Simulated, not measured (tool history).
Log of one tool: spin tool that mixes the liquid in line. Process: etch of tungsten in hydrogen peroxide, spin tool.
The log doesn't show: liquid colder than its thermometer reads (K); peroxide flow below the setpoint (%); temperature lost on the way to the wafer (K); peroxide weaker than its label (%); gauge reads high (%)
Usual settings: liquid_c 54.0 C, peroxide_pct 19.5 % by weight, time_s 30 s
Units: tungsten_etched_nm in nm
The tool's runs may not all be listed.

run   hour  liquid_c  peroxide_pct  time_s  wafers since the last listed run  hours since the thermometer was replaced  hours since the peroxide flow meter was replaced  hours since the heated supply line was repaired  hours since the drum of peroxide was connected  hours since the gauge calibration  read-back film thickness of the tungsten reference wafer, read on the same gauge (nm)  tungsten_etched_nm
  1    0.0      54.0          19.5      45                                 0                                    2258.1                                            1403.8                                           2579.8                                           130.0                              303.6                                                                                  99.98               43.98
  2    7.9      54.0          19.5      45                               127                                    2266.0                                            1411.7                                           2587.7                                           137.9                              311.5                                                                                 100.00               43.43
  3   20.4      54.0          19.5      45                               201                                    2278.5                                            1424.2                                           2600.2                                           150.4                              324.0                                                                                 100.02               43.98
  4   37.1      54.0          19.5      30                               269                                    2295.2                                            1440.9                                           2616.9                                           167.1                              340.7                                                                                 100.00               29.32
  5   49.5      54.0          19.5      30                               200                                    2307.6                                            1453.3                                           2629.3                                           179.5                              353.1                                                                                  99.97               29.31
      72.1  -- thermometer replaced
  6  102.7      54.0          19.5      30                               843                                      30.6                                            1506.5                                           2682.5                                           232.7                              406.3                                                                                 100.02               28.90
  7  118.9      54.0          19.5      30                               261                                      46.8                                            1522.7                                           2698.7                                           248.9                              422.5                                                                                  99.98               29.00
  8  132.9      54.0          19.5      30                               226                                      60.8                                            1536.7                                           2712.7                                           262.9                              436.5                                                                                 100.03               28.61
  9  150.8      54.0          19.5      30                               289                                      78.7                                            1554.6                                           2730.6                                           280.8                              454.4                                                                                 100.01               28.87
 10  158.0      54.0          25.0      50                               116                                      85.9                                            1561.8                                           2737.8                                           288.0                              461.6                                                                                 100.05               53.46
     159.8  -- gauge calibrated
 11  164.3      54.0          19.5      30                               101                                      92.2                                            1568.1                                           2744.1                                           294.3                                4.5                                                                                 100.03               28.97
 12  174.9      47.5          19.5      30                               171                                     102.8                                            1578.7                                           2754.7                                           304.9                               15.1                                                                                 100.02               19.34
 13  190.7      63.5          13.5      30                               255                                     118.6                                            1594.5                                           2770.5                                           320.7                               30.9                                                                                 100.05               41.94
 14  226.8      54.0          19.5      30                               583                                     154.7                                            1630.6                                           2806.6                                           356.8                               67.0                                                                                 100.00               28.84
     227.8  -- new drum of peroxide connected
     231.8  -- peroxide flow meter replaced
 15  233.4      59.5          25.0      20                                74                                     161.3                                               1.6                                           2813.2                                             5.6                               73.6                                                                                  99.99               30.93
 16  241.9      54.0          19.5      30                               137                                     169.8                                              10.1                                           2821.7                                            14.1                               82.1                                                                                  99.99               29.87
 17  248.9      54.0          19.5      30                               113                                     176.8                                              17.1                                           2828.7                                            21.1                               89.1                                                                                 100.05               29.90
 18  261.1      54.0          19.5      30                               197                                     189.0                                              29.3                                           2840.9                                            33.3                              101.3                                                                                  99.98               29.62
 19  275.0      61.5          15.0      15                               224                                     202.9                                              43.2                                           2854.8                                            47.2                              115.2                                                                                  99.98               20.06
     296.3  -- heated supply line repaired
 20  328.3      45.5          14.0      30                               844                                     256.2                                              96.5                                             32.0                                           100.5                              168.5                                                                                  99.95               14.91
 21  342.5      62.5          14.5      35                               229                                     270.4                                             110.7                                             46.2                                           114.7                              182.7                                                                                  99.99               48.46
 22  359.4      54.0          16.0      35                               272                                     287.3                                             127.6                                             63.1                                           131.6                              199.6                                                                                 100.00               30.67
 23  365.9      62.0          19.5      35                               104                                     293.8                                             134.1                                             69.6                                           138.1                              206.1                                                                                 100.00               54.01
 24  372.6      60.5          19.5      30                               108                                     300.5                                             140.8                                             76.3                                           144.8                              212.8                                                                                 100.02               42.60
 25  380.2      54.0          19.5      30                               122                                     308.1                                             148.4                                             83.9                                           152.4                              220.4                                                                                 100.06               29.00
 26  396.0      54.0          19.5      30                               255                                     323.9                                             164.2                                             99.7                                           168.2                              236.2                                                                                 100.03               29.21
 27  406.9      59.5          24.5      35                               176                                     334.8                                             175.1                                            110.6                                           179.1                              247.1                                                                                  99.98               52.38

Measured less the same run without the tool's hidden state. The same run-to-run variation is in both; the gauge's scatter may not be:
run  tungsten_etched_nm
  1               -0.72
  2               -0.75
  3               -0.83
  4               -0.62
  5               -0.66
  6               -0.85
  7               -0.91
  8               -0.95
  9               -1.03
 10               -1.95
 11               -1.09
 12               -0.75
 13               -1.71
 14               -1.32
 15               -0.09
 16               -0.12
 17               -0.13
 18               -0.18
 19               -0.16
 20               -0.22
 21               -0.77
 22               -0.56
 23               -1.02
 24               -0.85
 25               -0.60
 26               -0.67
 27               -1.27

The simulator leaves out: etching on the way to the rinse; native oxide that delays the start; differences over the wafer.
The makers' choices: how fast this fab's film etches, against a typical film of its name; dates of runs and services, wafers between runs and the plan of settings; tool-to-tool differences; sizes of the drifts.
